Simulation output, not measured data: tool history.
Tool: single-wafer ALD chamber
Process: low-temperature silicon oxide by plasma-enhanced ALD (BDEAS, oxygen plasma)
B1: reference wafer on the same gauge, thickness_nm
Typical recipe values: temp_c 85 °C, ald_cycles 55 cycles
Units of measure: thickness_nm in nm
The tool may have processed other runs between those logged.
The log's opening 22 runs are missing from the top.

{"run": 23, "hour": 1042.3, "temp_c": 85, "ald_cycles": 55, "B1": 8.786, "thickness_nm": 8.249}
{"run": 24, "hour": 1090.5, "temp_c": 75, "ald_cycles": 52, "B1": 8.813, "thickness_nm": 8.177}
{"run": 25, "hour": 1160.5, "temp_c": 79, "ald_cycles": 46, "B1": 8.895, "thickness_nm": 7.093}
{"run": 26, "hour": 1228.4, "temp_c": 85, "ald_cycles": 55, "B1": 8.906, "thickness_nm": 8.341}
{"run": 27, "hour": 1280.0, "temp_c": 90, "ald_cycles": 64, "B1": 8.945, "thickness_nm": 9.58}
{"run": 28, "hour": 1335.9, "temp_c": 96, "ald_cycles": 62, "B1": 8.982, "thickness_nm": 9.103}
{"run": 29, "hour": 1386.1, "temp_c": 97, "ald_cycles": 61, "B1": 9.011, "thickness_nm": 8.862}
{"hour": 1434.7, "done": "thermocouple changed; heater temperature recalibrated"}
{"run": 30, "hour": 1512.7, "temp_c": 90, "ald_cycles": 59, "B1": 9.028, "thickness_nm": 8.894}
{"run": 31, "hour": 1578.9, "temp_c": 93, "ald_cycles": 55, "B1": 9.052, "thickness_nm": 8.188}
{"run": 32, "hour": 1607.4, "temp_c": 97, "ald_cycles": 47, "B1": 9.072, "thickness_nm": 6.933}
{"run": 33, "hour": 1645.1, "temp_c": 77, "ald_cycles": 55, "B1": 9.076, "thickness_nm": 8.76}
{"run": 34, "hour": 1689.8, "temp_c": 85, "ald_cycles": 55, "B1": 9.11, "thickness_nm": 8.569}
{"run": 35, "hour": 1727.2, "temp_c": 99, "ald_cycles": 55, "B1": 9.081, "thickness_nm": 8.019}
{"run": 36, "hour": 1772.6, "temp_c": 76, "ald_cycles": 58, "B1": 9.088, "thickness_nm": 9.349}
{"run": 37, "hour": 1800.2, "temp_c": 85, "ald_cycles": 55, "B1": 9.101, "thickness_nm": 8.49}
{"run": 38, "hour": 1829.5, "temp_c": 99, "ald_cycles": 64, "B1": 9.105, "thickness_nm": 9.437}
{"run": 39, "hour": 1861.9, "temp_c": 97, "ald_cycles": 55, "B1": 9.122, "thickness_nm": 8.127}
{"run": 40, "hour": 1917.5, "temp_c": 73, "ald_cycles": 60, "B1": 9.115, "thickness_nm": 9.693}
{"run": 41, "hour": 1947.9, "temp_c": 85, "ald_cycles": 60, "B1": 9.137, "thickness_nm": 9.413}
{"run": 42, "hour": 2075.7, "temp_c": 85, "ald_cycles": 55, "B1": 9.154, "thickness_nm": 8.524}
{"hour": 2115.6, "done": "gauge calibrated"}
{"run": 43, "hour": 2120.7, "temp_c": 90, "ald_cycles": 59, "B1": 8.677, "thickness_nm": 8.583}
{"run": 44, "hour": 2164.5, "temp_c": 85, "ald_cycles": 55, "B1": 8.707, "thickness_nm": 8.144}
{"run": 45, "hour": 2199.2, "temp_c": 96, "ald_cycles": 65, "B1": 8.76, "thickness_nm": 9.318}
{"run": 46, "hour": 2249.1, "temp_c": 95, "ald_cycles": 44, "B1": 8.799, "thickness_nm": 6.307}

Each row is a separate what-if for the run after 46, all from the same tool condition, not one after another. Results?
{"run": "A", "hour": 2249.6, "temp_c": 85, "ald_cycles": 55, "B1": "?", "thickness_nm": "?"}
{"run": "B", "hour": 2249.6, "temp_c": 79, "ald_cycles": 59, "B1": "?", "thickness_nm": "?"}
{"run": "C", "hour": 2249.6, "temp_c": 79, "ald_cycles": 49, "B1": "?", "thickness_nm": "?"}
{"run": "D", "hour": 2249.6, "temp_c": 90, "ald_cycles": 55, "B1": "?", "thickness_nm": "?"}

run=A B1=8.783 thickness_nm=8.211
run=B B1=8.783 thickness_nm=9.014
run=C B1=8.783 thickness_nm=7.486
run=D B1=8.783 thickness_nm=8.05
With no hidden state in the tool, these same runs would have given:
run=A thickness_nm=8.132
run=B thickness_nm=8.928
run=C thickness_nm=7.415
run=D thickness_nm=7.974
